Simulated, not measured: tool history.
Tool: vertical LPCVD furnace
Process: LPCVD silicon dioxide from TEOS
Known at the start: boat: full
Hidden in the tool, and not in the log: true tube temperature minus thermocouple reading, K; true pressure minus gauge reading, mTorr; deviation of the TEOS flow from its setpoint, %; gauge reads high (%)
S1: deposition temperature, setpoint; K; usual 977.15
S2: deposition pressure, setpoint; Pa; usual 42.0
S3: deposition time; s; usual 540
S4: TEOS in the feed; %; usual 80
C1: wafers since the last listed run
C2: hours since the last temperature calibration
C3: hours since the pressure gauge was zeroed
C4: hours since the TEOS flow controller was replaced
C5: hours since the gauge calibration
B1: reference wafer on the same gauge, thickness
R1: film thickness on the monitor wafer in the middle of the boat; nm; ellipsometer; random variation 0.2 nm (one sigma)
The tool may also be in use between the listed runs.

run    hour      S1    S2   S3  S4    C1      C2      C3      C4      C5     B1      R1
  1     0.0  977.15  42.0  540  80     0  2658.3  2523.8  4385.2   352.7  91.07   81.34
  2    69.5  977.15  42.0  540  80  1231  2727.8  2593.3  4454.7   422.2  91.16   81.84
  3   118.4  983.15  42.0  540  80   866  2776.7  2642.2  4503.6   471.1  91.13   93.62
  4   166.5  983.15  42.0  540  80   852  2824.8  2690.3  4551.7   519.2  91.15   93.42
  5   203.0  977.15  42.0  540  80   646  2861.3  2726.8  4588.2   555.7  91.06   81.93
  6   257.8  977.15  42.0  540  80   970  2916.1  2781.6  4643.0   610.5  91.09   81.54
  7   309.1  977.15  42.0  540  80   908  2967.4  2832.9  4694.3   661.8  91.05   82.19
  8   334.5  984.15  42.0  540  80   450  2992.8  2858.3  4719.7   687.2  91.16   96.63
  9   367.6  977.15  42.0  540  80   586  3025.9  2891.4  4752.8   720.3  91.05   82.06
 10   413.9  977.15  42.0  540  80   820  3072.2  2937.7  4799.1   766.6  91.09   81.94
 11   459.1  977.15  42.0  540  80   800  3117.4  2982.9  4844.3   811.8  91.10   82.16
 12   520.2  977.15  42.0  540  80  1082  3178.5  3044.0  4905.4   872.9  91.17   82.57
 13   549.3  977.15  42.0  540  80   515  3207.6  3073.1  4934.5   902.0  91.08   82.26
 14   578.1  977.15  42.0  540  80   510  3236.4  3101.9  4963.3   930.8  91.04   82.21
 15   634.6  977.15  42.0  540  80  1001  3292.9  3158.4  5019.8   987.3  91.13   82.67
 16   669.1  977.15  36.0  540  80   611  3327.4  3192.9  5054.3  1021.8  91.12   76.69
      696.3  -- gauge calibrated
 17   730.7  983.15  36.7  390  71  1091  3389.0  3254.5  5115.9    34.4  91.01   60.31
 18   756.8  977.15  36.7  480  80   462  3415.1  3280.6  5142.0    60.5  91.12   69.20
 19   821.8  966.15  34.0  750  90  1151  3480.1  3345.6  5207.0   125.5  91.08   85.72
 20   876.7  982.15  42.0  540  80   972  3535.0  3400.5  5261.9   180.4  91.09   93.36
      977.3  -- thermocouples replaced and temperature profile calibrated
     1007.2  -- TEOS flow controller replaced
 21  1075.1  977.15  42.0  450  71  2664    97.8  3598.9    67.9   378.8  91.05   63.70
 22  1106.7  977.15  42.0  540  91   559   129.4  3630.5    99.5   410.4  91.08   86.20
 23  1243.8  967.15  38.7  750  71  2429   266.5  3767.6   236.6   547.5  91.17   81.24
 24  1270.1  977.15  42.0  540  87   466   292.8  3793.9   262.9   573.8  91.03   84.91
     1294.4  -- pressure gauge zeroed
 25  1340.4  977.15  42.0  540  80   820   363.1    46.0   333.2   644.1  91.12   79.25
 26  1400.0  977.15  33.3  330  65  1056   422.7   105.6   392.8   703.7  91.12   39.00
 27  1454.7  977.15  38.0  540  80   969   477.4   160.3   447.5   758.4  91.10   75.50
 28  1522.5  977.15  42.0  540  80  1201   545.2   228.1   515.3   826.2  91.09   79.30
 29  1549.8  977.15  42.0  540  80   483   572.5   255.4   542.6   853.5  91.07   79.74
 30  1621.2  977.15  33.3  540  88  1265   643.9   326.8   614.0   924.9  91.07   74.30
 31  1688.3  986.15  42.0  690  80  1188   711.0   393.9   681.1   992.0  91.11  124.85
 32  1729.8  977.15  51.3  540  80   735   752.5   435.4   722.6  1033.5  91.07   87.98

Hidden state or all else? Some run-to-run changes of R1, split into what the settings, what came in and random variation would give without the hidden state, and what is left for the hidden state (with any gauge scatter that isn't in both results):
Run 18 -> 19: S1 977.15 -> 966.15, S2 36.7 -> 34.0, S3 480 -> 750, S4 80 -> 90. R1 +16.52 nm: hidden state +1.20, all else +15.32.
Run 20 -> 21: S1 982.15 -> 977.15, S3 540 -> 450, S4 80 -> 71, thermocouples replaced and temperature profile calibrated, TEOS flow controller replaced. R1 -29.66 nm: hidden state -3.12, all else -26.54.
Run 24 -> 25: S4 87 -> 80, pressure gauge zeroed. R1 -5.66 nm: hidden state -2.14, all else -3.52.
Run 25 -> 26: S2 42.0 -> 33.3, S3 540 -> 330, S4 80 -> 65. R1 -40.25 nm: hidden state -0.13, all else -40.12.
Run 30 -> 31: S1 977.15 -> 986.15, S2 33.3 -> 42.0, S3 540 -> 690, S4 88 -> 80. R1 +50.55 nm: hidden state +0.23, all else +50.32.
Run 31 -> 32: S1 986.15 -> 977.15, S2 42.0 -> 51.3, S3 690 -> 540. R1 -36.87 nm: hidden state -0.20, all else -36.67.
